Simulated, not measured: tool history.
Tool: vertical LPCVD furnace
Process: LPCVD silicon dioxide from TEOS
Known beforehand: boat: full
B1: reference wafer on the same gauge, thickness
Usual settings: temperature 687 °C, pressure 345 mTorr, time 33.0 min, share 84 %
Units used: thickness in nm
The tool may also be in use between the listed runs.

Run 1, hour 0.0: usual settings; B1 166.00. Result: thickness 226.64 nm.
Run 2, hour 23.7: usual settings but temperature 690 °C; B1 165.93. Result: thickness 244.42 nm.
Run 3, hour 37.3: usual settings but share 92 %; B1 165.93. Result: thickness 239.03 nm.
Run 4, hour 66.2: usual settings but share 92 %; B1 166.03. Result: thickness 236.34 nm.
Run 5, hour 85.4: usual settings but share 91 %; B1 165.98. Result: thickness 237.39 nm.
Run 6, hour 102.5: usual settings but share 91 %; B1 166.12. Result: thickness 236.15 nm.
Run 7, hour 131.8: usual settings but share 91 %; B1 165.98. Result: thickness 236.15 nm.
Run 8, hour 156.7: usual settings but temperature 682 °C, share 77 %; B1 165.89. Result: thickness 192.70 nm.
Run 9, hour 177.0: usual settings but temperature 682 °C, share 77 %; B1 166.11. Result: thickness 193.38 nm.
Run 10, hour 203.8: usual settings but pressure 410 mTorr, time 40.0 min; B1 165.95. Result: thickness 300.48 nm.
Run 11, hour 216.2: usual settings but pressure 410 mTorr, time 40.0 min; B1 165.96. Result: thickness 301.78 nm.
Run 12, hour 235.1: usual settings but pressure 405 mTorr; B1 166.14. Result: thickness 245.79 nm.
Run 13, hour 264.8: usual settings but share 91 %; B1 165.88. Result: thickness 237.28 nm.
Run 14, hour 289.4: usual settings but temperature 699 °C, share 97 %; B1 166.01. Result: thickness 325.20 nm.
At hour 334.7: TEOS flow controller replaced.
Run 15, hour 335.2: usual settings; B1 166.00. Result: thickness 228.40 nm.
Run 16, hour 342.3: usual settings but time 22.5 min, share 96 %; B1 165.98. Result: thickness 166.18 nm.
Run 17, hour 360.2: usual settings but share 92 %; B1 165.98. Result: thickness 239.07 nm.
Run 18, hour 378.5: usual settings but pressure 305 mTorr, time 29.0 min, share 70 %; B1 166.19. Result: thickness 173.01 nm.
Run 19, hour 413.4: usual settings but pressure 390 mTorr; B1 166.01. Result: thickness 242.40 nm.
At hour 454.6: thermocouples replaced and temperature profile calibrated.
Run 20, hour 455.1: usual settings but temperature 683 °C, time 46.0 min; B1 166.12. Result: thickness 264.18 nm.
At hour 507.7: gauge calibrated.
At hour 515.7: pressure gauge zeroed.
Run 21, hour 528.1: usual settings but time 36.5 min, share 77 %; B1 165.97. Result: thickness 219.19 nm.
Run 22, hour 556.5: usual settings but temperature 679 °C, pressure 260 mTorr, time 24.5 min; B1 166.06. Result: thickness 110.55 nm.
Run 23, hour 583.3: usual settings; B1 165.97. Result: thickness 207.48 nm.
Run 24, hour 599.9: usual settings; B1 165.98. Result: thickness 208.71 nm.
Run 25, hour 629.0: usual settings but pressure 315 mTorr, time 39.0 min, share 97 %; B1 166.00. Result: thickness 252.83 nm.
Run 26, hour 655.1: usual settings but share 76 %; B1 165.97. Result: thickness 198.52 nm.
Run 27, hour 683.6: usual settings but temperature 681 °C, pressure 425 mTorr, time 45.0 min; B1 166.03. Result: thickness 273.52 nm.
Run 28, hour 708.1: usual settings but share 96 %; B1 166.02. Result: thickness 223.18 nm.
Run 29, hour 739.5: usual settings; B1 166.03. Result: thickness 210.30 nm.
Run 30, hour 763.5: usual settings but pressure 385 mTorr, share 94 %; B1 166.02. Result: thickness 235.51 nm.
Run 31, hour 785.3: usual settings but pressure 380 mTorr, share 74 %; B1 165.97. Result: thickness 206.38 nm.
Run 32, hour 803.3: usual settings; B1 165.98. Result: thickness 209.12 nm.

Results for each run, recomputed without the tool's hidden state and with each run's random variation untouched:
The hidden state here: true tube temperature minus thermocouple reading, K; true pressure minus gauge reading, mTorr; deviation of the TEOS flow from its setpoint, %; gauge reads high (%).
run  thickness
  1     206.24
  2     222.45
  3     217.36
  4     214.79
  5     215.66
  6     214.46
  7     214.34
  8     174.64
  9     175.19
 10     272.34
 11     273.45
 12     222.63
 13     214.80
 14     294.98
 15     206.48
 16     150.21
 17     216.02
 18     156.27
 19     218.79
 20     262.24
 21     217.28
 22     109.51
 23     205.45
 24     206.59
 25     250.12
 26     196.29
 27     270.26
 28     220.44
 29     207.59
 30     232.37
 31     203.54
 32     206.17

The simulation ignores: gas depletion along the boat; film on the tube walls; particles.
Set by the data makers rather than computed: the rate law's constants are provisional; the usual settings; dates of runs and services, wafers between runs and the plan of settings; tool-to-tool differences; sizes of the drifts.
